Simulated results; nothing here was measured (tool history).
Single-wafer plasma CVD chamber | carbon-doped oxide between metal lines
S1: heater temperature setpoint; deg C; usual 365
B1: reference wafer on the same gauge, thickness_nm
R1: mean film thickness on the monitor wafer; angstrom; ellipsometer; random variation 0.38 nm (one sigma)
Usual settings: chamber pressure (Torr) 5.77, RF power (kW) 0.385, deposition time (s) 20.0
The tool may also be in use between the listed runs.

run 1 hour=0.0 | S1=365 chamber_pressure_(Torr)=5.77 RF_power_(kW)=0.415 deposition_time_(s)=20.0 | B1=79.647 | R1=987.88
run 2 hour=31.4 | S1=365 chamber_pressure_(Torr)=6.20 RF_power_(kW)=0.385 deposition_time_(s)=20.0 | B1=79.754 | R1=944.31
run 3 hour=85.6 | S1=365 chamber_pressure_(Torr)=6.20 RF_power_(kW)=0.385 deposition_time_(s)=20.0 | B1=79.525 | R1=943.52
run 4 hour=151.0 | S1=365 chamber_pressure_(Torr)=6.20 RF_power_(kW)=0.385 deposition_time_(s)=20.0 | B1=79.513 | R1=943.69
run 5 hour=203.7 | S1=365 chamber_pressure_(Torr)=5.77 RF_power_(kW)=0.385 deposition_time_(s)=17.7 | B1=79.574 | R1=822.90
run 6 hour=257.5 | S1=365 chamber_pressure_(Torr)=5.77 RF_power_(kW)=0.385 deposition_time_(s)=17.7 | B1=79.573 | R1=822.54
run 7 hour=286.1 | S1=365 chamber_pressure_(Torr)=6.50 RF_power_(kW)=0.385 deposition_time_(s)=21.2 | B1=79.633 | R1=997.30
run 8 hour=339.2 | S1=365 chamber_pressure_(Torr)=6.50 RF_power_(kW)=0.385 deposition_time_(s)=21.2 | B1=79.578 | R1=997.14
run 9 hour=363.8 | S1=359 chamber_pressure_(Torr)=5.77 RF_power_(kW)=0.385 deposition_time_(s)=20.0 | B1=79.623 | R1=948.40
run 10 hour=406.0 | S1=359 chamber_pressure_(Torr)=5.77 RF_power_(kW)=0.385 deposition_time_(s)=20.0 | B1=79.693 | R1=942.25
run 11 hour=542.8 | S1=353 chamber_pressure_(Torr)=5.77 RF_power_(kW)=0.385 deposition_time_(s)=20.0 | B1=79.519 | R1=955.26
-- hour=568.4 thermocouple changed; heater temperature recalibrated
run 12 hour=611.5 | S1=365 chamber_pressure_(Torr)=5.77 RF_power_(kW)=0.385 deposition_time_(s)=20.0 | B1=79.571 | R1=933.48
run 13 hour=683.0 | S1=365 chamber_pressure_(Torr)=5.77 RF_power_(kW)=0.385 deposition_time_(s)=20.0 | B1=79.614 | R1=931.35
run 14 hour=751.1 | S1=365 chamber_pressure_(Torr)=5.77 RF_power_(kW)=0.420 deposition_time_(s)=20.0 | B1=79.738 | R1=990.36
-- hour=764.9 showerhead replaced
run 15 hour=822.7 | S1=370 chamber_pressure_(Torr)=6.54 RF_power_(kW)=0.425 deposition_time_(s)=17.5 | B1=79.609 | R1=891.39
run 16 hour=890.8 | S1=377 chamber_pressure_(Torr)=6.25 RF_power_(kW)=0.315 deposition_time_(s)=23.7 | B1=79.600 | R1=928.42
run 17 hour=930.7 | S1=377 chamber_pressure_(Torr)=6.94 RF_power_(kW)=0.345 deposition_time_(s)=16.9 | B1=79.570 | R1=713.82
run 18 hour=960.1 | S1=365 chamber_pressure_(Torr)=5.77 RF_power_(kW)=0.340 deposition_time_(s)=20.0 | B1=79.532 | R1=845.19
run 19 hour=1020.8 | S1=365 chamber_pressure_(Torr)=5.77 RF_power_(kW)=0.385 deposition_time_(s)=20.0 | B1=79.698 | R1=930.67
-- hour=1031.1 capacitance manometer re-zeroed and calibrated
-- hour=1039.1 gauge calibrated
run 20 hour=1091.0 | S1=350 chamber_pressure_(Torr)=5.77 RF_power_(kW)=0.330 deposition_time_(s)=22.2 | B1=79.535 | R1=944.35
-- hour=1107.2 RF generator calibrated
run 21 hour=1161.9 | S1=353 chamber_pressure_(Torr)=5.77 RF_power_(kW)=0.385 deposition_time_(s)=16.5 | B1=79.551 | R1=792.06
run 22 hour=1232.4 | S1=378 chamber_pressure_(Torr)=5.40 RF_power_(kW)=0.385 deposition_time_(s)=20.0 | B1=79.602 | R1=899.88
run 23 hour=1289.3 | S1=365 chamber_pressure_(Torr)=4.64 RF_power_(kW)=0.385 deposition_time_(s)=17.9 | B1=79.584 | R1=801.02
run 24 hour=1335.4 | S1=365 chamber_pressure_(Torr)=5.77 RF_power_(kW)=0.315 deposition_time_(s)=20.0 | B1=79.525 | R1=791.67
run 25 hour=1366.6 | S1=365 chamber_pressure_(Torr)=5.77 RF_power_(kW)=0.385 deposition_time_(s)=20.0 | B1=79.646 | R1=932.52
run 26 hour=1422.2 | S1=365 chamber_pressure_(Torr)=4.48 RF_power_(kW)=0.460 deposition_time_(s)=21.2 | B1=79.512 | R1=1081.56
run 27 hour=1477.2 | S1=365 chamber_pressure_(Torr)=5.77 RF_power_(kW)=0.340 deposition_time_(s)=20.0 | B1=79.606 | R1=846.93

Run 28 comes next. What will it give?
run 28 hour=1517.2 | S1=365 chamber_pressure_(Torr)=6.44 RF_power_(kW)=0.455 deposition_time_(s)=20.0 | B1=? | R1=?

Run 28 gave B1 79.418, R1 1085.30 angstrom.
Without the tool's hidden state the same run would have given R1 1085.30 angstrom.
